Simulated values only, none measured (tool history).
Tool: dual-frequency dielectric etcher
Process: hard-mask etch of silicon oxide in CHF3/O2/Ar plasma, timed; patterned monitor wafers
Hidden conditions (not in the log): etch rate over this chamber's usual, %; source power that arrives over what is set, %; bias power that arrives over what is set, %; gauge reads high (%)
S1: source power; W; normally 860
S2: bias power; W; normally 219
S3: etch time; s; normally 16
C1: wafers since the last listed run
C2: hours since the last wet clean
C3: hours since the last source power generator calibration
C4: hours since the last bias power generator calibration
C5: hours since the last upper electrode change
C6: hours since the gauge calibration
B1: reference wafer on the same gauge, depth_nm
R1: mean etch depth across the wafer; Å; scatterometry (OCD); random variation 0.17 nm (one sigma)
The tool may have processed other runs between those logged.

run	day	S1	S2	S3	C1	C2	C3	C4	C5	C6	B1	R1
1	0	860	219	16	0	285	4115.4	1722.1	5965.1	754.6	42.12	361.4
2	4.275	860	219	16	1036	387.6	4218	1824.7	6067.7	857.2	42.25	358.5
3	6.096	860	219	16	441	431.3	4261.7	1868.4	6111.4	900.9	42.21	357.9
4	10.092	860	219	16	969	527.2	4357.6	1964.3	6207.3	996.8	42.15	359.3
# day 11.642: wet clean of the chamber
5	12.988	860	219	16	459	32.3	4427.1	2033.8	6276.8	1066.3	42.18	358.3
6	16.708	860	219	16	902	121.6	4516.4	2123.1	6366.1	1155.6	42.14	358.3
7	18.367	860	219	16	402	161.4	4556.2	2162.9	6405.9	1195.4	42.21	358.9
8	21.154	860	219	16	676	228.3	4623.1	2229.8	6472.8	1262.3	42.18	356
# day 25.533: upper electrode replaced
9	25.554	860	219	16	824	333.9	4728.7	2335.4	0.5	1367.9	42.24	359.6
10	26.833	860	219	16	310	364.6	4759.4	2366.1	31.2	1398.6	42.27	356.1
11	28.512	860	219	16	407	404.9	4799.7	2406.4	71.5	1438.9	42.23	359.5
12	30.596	860	219	18.5	505	454.9	4849.7	2456.4	121.5	1488.9	42.25	416.3
# day 31.55: source power generator calibrated
# day 33: bias power generator calibrated
13	34.196	860	219	18.5	792	541.3	63.5	28.7	207.9	1575.3	42.13	414.7
# day 36.158: wet clean of the chamber
14	40.612	970	251	13.5	1313	106.9	217.5	182.7	361.9	1729.3	42.21	326.5
15	45	860	219	12.5	1064	212.2	322.8	288	467.2	1834.6	42.28	281.8
# day 45.104: gauge calibrated
16	48.488	860	219	14.5	845	295.9	406.5	371.7	550.9	81.2	42.22	324.4
17	51.742	1040	202	14.5	789	374	484.6	449.8	629	159.3	42.31	339.1
18	54.479	860	219	14.5	664	439.7	550.3	515.5	694.7	225	42.27	323.7
19	57.942	860	219	12	839	522.8	633.4	598.6	777.8	308.1	42.21	268
20	60.717	860	219	16	673	589.4	700	665.2	844.4	374.7	42.24	359
21	62.517	860	204	16	436	632.6	743.2	708.4	887.6	417.9	42.07	351.9

Run 22, settings as shown, results not yet in. Your forecast:
# day 63.558: wet clean of the chamber
22	65.062	710	194	17.5	374	36.1	804.3	769.5	948.7	479	?	?

{"run 22": {"B1": 42.23, "R1": 355.4}}
Minus the tool's unlogged condition, the same run would have read R1 355.4 Å.
